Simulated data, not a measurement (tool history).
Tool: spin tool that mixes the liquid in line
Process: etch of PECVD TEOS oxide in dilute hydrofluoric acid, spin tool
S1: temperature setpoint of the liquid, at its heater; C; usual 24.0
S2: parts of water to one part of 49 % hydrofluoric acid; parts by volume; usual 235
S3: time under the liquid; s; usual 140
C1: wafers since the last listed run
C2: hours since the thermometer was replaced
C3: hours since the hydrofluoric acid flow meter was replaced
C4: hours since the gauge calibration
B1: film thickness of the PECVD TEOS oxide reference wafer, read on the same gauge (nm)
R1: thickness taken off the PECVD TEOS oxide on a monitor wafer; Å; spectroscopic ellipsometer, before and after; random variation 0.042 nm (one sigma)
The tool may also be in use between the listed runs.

run,hour,S1,S2,S3,C1,C2,C3,C4,B1,R1
1,0.0,24.0,190,140,0,2432.9,757.3,51.0,149.99,123.6
2,7.2,26.0,235,140,35,2440.1,764.5,58.2,150.01,101.6
3,14.4,26.0,235,140,35,2447.3,771.7,65.4,150.01,102.0
4,22.6,26.0,235,140,40,2455.5,779.9,73.6,149.99,101.8
5,29.8,24.0,330,140,35,2462.7,787.1,80.8,150.02,61.5
6,47.0,24.0,165,85,85,2479.9,804.3,98.0,150.00,89.3
7,59.4,24.0,165,85,61,2492.3,816.7,110.4,150.01,88.7
8,74.8,24.0,200,140,76,2507.7,832.1,125.8,150.00,116.3
# hour 83.5: thermometer replaced
9,87.3,24.0,270,140,57,3.8,844.6,138.3,149.98,79.6
# hour 90.0: hydrofluoric acid flow meter replaced
10,100.8,24.0,270,140,62,17.3,10.8,151.8,150.00,85.3
11,116.4,24.0,235,140,77,32.9,26.4,167.4,150.01,101.3
12,123.8,24.0,235,195,36,40.3,33.8,174.8,149.99,141.5
13,134.0,27.0,275,200,50,50.5,44.0,185.0,150.00,132.4
14,145.4,24.0,235,60,56,61.9,55.4,196.4,150.00,43.5
# hour 148.3: gauge calibrated
15,151.8,22.0,235,140,31,68.3,61.8,3.5,149.99,94.1
16,162.2,22.5,235,140,51,78.7,72.2,13.9,150.00,95.9
17,170.8,27.0,275,200,42,87.3,80.8,22.5,150.01,131.2
18,214.1,26.0,235,140,216,130.6,124.1,65.8,150.01,108.4
19,223.2,26.5,275,140,45,139.7,133.2,74.9,149.99,89.9
20,235.9,24.0,235,140,63,152.4,145.9,87.6,150.03,100.9

Hidden state or all else? Some run-to-run changes of R1, split into what the settings, what came in and random variation would give without the hidden state, and what is left for the hidden state (with any gauge scatter that isn't in both results):
The hidden state here: liquid colder than its thermometer reads (K); hydrofluoric acid flow below the setpoint (%); gauge reads high (%).
Run 4 -> 5: S1 26.0 -> 24.0, S2 235 -> 330. R1 -40.3 Å: hidden state +2.9, all else -43.2.
Run 9 -> 10: hydrofluoric acid flow meter replaced. R1 +5.7 Å: hidden state +6.6, all else -0.9.
Run 13 -> 14: S1 27.0 -> 24.0, S2 275 -> 235, S3 200 -> 60. R1 -88.9 Å: hidden state +0.8, all else -89.7.
Run 14 -> 15: S1 24.0 -> 22.0, S3 60 -> 140, gauge calibrated. R1 +50.6 Å: hidden state -0.5, all else +51.1.
